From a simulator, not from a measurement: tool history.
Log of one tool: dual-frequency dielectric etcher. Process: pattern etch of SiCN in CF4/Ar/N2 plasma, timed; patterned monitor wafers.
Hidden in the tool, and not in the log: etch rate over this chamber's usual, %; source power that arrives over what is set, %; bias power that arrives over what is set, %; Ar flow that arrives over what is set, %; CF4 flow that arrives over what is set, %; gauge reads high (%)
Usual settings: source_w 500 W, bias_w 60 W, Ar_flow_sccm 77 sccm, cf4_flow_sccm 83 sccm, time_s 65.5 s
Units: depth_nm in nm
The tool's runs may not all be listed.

run	hour	source_w	bias_w	Ar_flow_sccm	cf4_flow_sccm	time_s	wafers since the last listed run	hours since the last wet clean	hours since the last source power generator calibration	hours since the last bias power generator calibration	hours since the last Ar flow controller change	hours since the last CF4 flow controller change	hours since the last upper electrode change	hours since the gauge calibration	read-back reference wafer on the same gauge, depth_nm	depth_nm
1	0	500	60	77	83	65.5	0	246.2	3256.8	4473.2	1193.1	4007.5	3898.4	931.1	60.5	58.9
# hour 29.2: gauge calibrated
2	39.5	500	60	77	83	65.5	541	285.7	3296.3	4512.7	1232.6	4047	3937.9	10.3	60.5	59
3	75.1	500	60	77	83	65.5	487	321.3	3331.9	4548.3	1268.2	4082.6	3973.5	45.9	60.4	58.5
4	122.2	440	60	77	83	65.5	645	368.4	3379	4595.4	1315.3	4129.7	4020.6	93	60.5	51.7
# hour 165.7: wet clean of the chamber
5	170.7	440	60	77	83	65.5	335	5	3427.5	4643.9	1363.8	4178.2	4069.1	141.5	60.4	52.8
6	231.6	500	60	77	83	65.5	834	65.9	3488.4	4704.8	1424.7	4239.1	4130	202.4	60.6	59.8
7	291.7	500	60	77	83	65.5	823	126	3548.5	4764.9	1484.8	4299.2	4190.1	262.5	60.6	60
8	347.8	500	60	77	83	61	768	182.1	3604.6	4821	1540.9	4355.3	4246.2	318.6	60.5	55.5
9	410.8	500	60	77	83	61	863	245.1	3667.6	4884	1603.9	4418.3	4309.2	381.6	60.5	54.6
# hour 417.4: CF4 flow controller replaced
10	451.1	500	60	77	83	65.5	469	285.4	3707.9	4924.3	1644.2	33.7	4349.5	421.9	60.4	58.8
# hour 500.9: source power generator calibrated
11	510	500	60	77	83	65.5	752	344.3	9.1	4983.2	1703.1	92.6	4408.4	480.8	60.4	58
12	563.7	460	60	77	65	65.5	735	398	62.8	5036.9	1756.8	146.3	4462.1	534.5	60.7	50.8
# hour 640.8: wet clean of the chamber
# hour 703.3: upper electrode replaced, of another model than before
13	768.3	500	60	77	83	47	2145	127.5	267.4	5241.5	1961.4	350.9	65	739.1	60.5	42.4
# hour 830.9: bias power generator calibrated
14	849.2	400	60	77	83	65.5	1053	208.4	348.3	18.3	2042.3	431.8	145.9	820	60.4	50.2
# hour 917.9: Ar flow controller replaced
15	918.4	500	60	77	83	65.5	865	277.6	417.5	87.5	0.5	501	215.1	889.2	60.6	58.7
16	957.5	440	50	91	99	65.5	535	316.7	456.6	126.6	39.6	540.1	254.2	928.3	60.4	52.7
# hour 1027.3: wet clean of the chamber
# hour 1031.3: gauge calibrated
17	1152.7	500	60	70	83	71.5	2345	125.4	651.8	321.8	234.8	735.3	449.4	121.4	60.5	65.8
18	1202	460	60	82	97	65.5	675	174.7	701.1	371.1	284.1	784.6	498.7	170.7	60.6	56.7
19	1251.2	500	55	77	83	65.5	674	223.9	750.3	420.3	333.3	833.8	547.9	219.9	60.7	58.5
20	1298.3	500	60	88	92	65.5	645	271	797.4	467.4	380.4	880.9	595	267	60.5	58.4

Forecast each of these 5 alternatives for the next run:
A	1298.7	500	73	77	83	65.5	5	271.4	797.8	467.8	380.8	881.3	595.4	267.4	?	?
B	1298.7	500	64	77	98	77	5	271.4	797.8	467.8	380.8	881.3	595.4	267.4	?	?
C	1298.7	390	72	68	68	65.5	5	271.4	797.8	467.8	380.8	881.3	595.4	267.4	?	?
D	1298.7	500	60	90	83	52.5	5	271.4	797.8	467.8	380.8	881.3	595.4	267.4	?	?
E	1298.7	500	70	71	83	65.5	5	271.4	797.8	467.8	380.8	881.3	595.4	267.4	?	?

run	read-back reference wafer on the same gauge, depth_nm	depth_nm
A	60.5	61
B	60.5	72.5
C	60.5	49.6
D	60.5	46.4
E	60.5	61.2
Without the tool's hidden state the same runs would have given:
run	depth_nm
A	62.3
B	73.9
C	50.7
D	47.4
E	62.5

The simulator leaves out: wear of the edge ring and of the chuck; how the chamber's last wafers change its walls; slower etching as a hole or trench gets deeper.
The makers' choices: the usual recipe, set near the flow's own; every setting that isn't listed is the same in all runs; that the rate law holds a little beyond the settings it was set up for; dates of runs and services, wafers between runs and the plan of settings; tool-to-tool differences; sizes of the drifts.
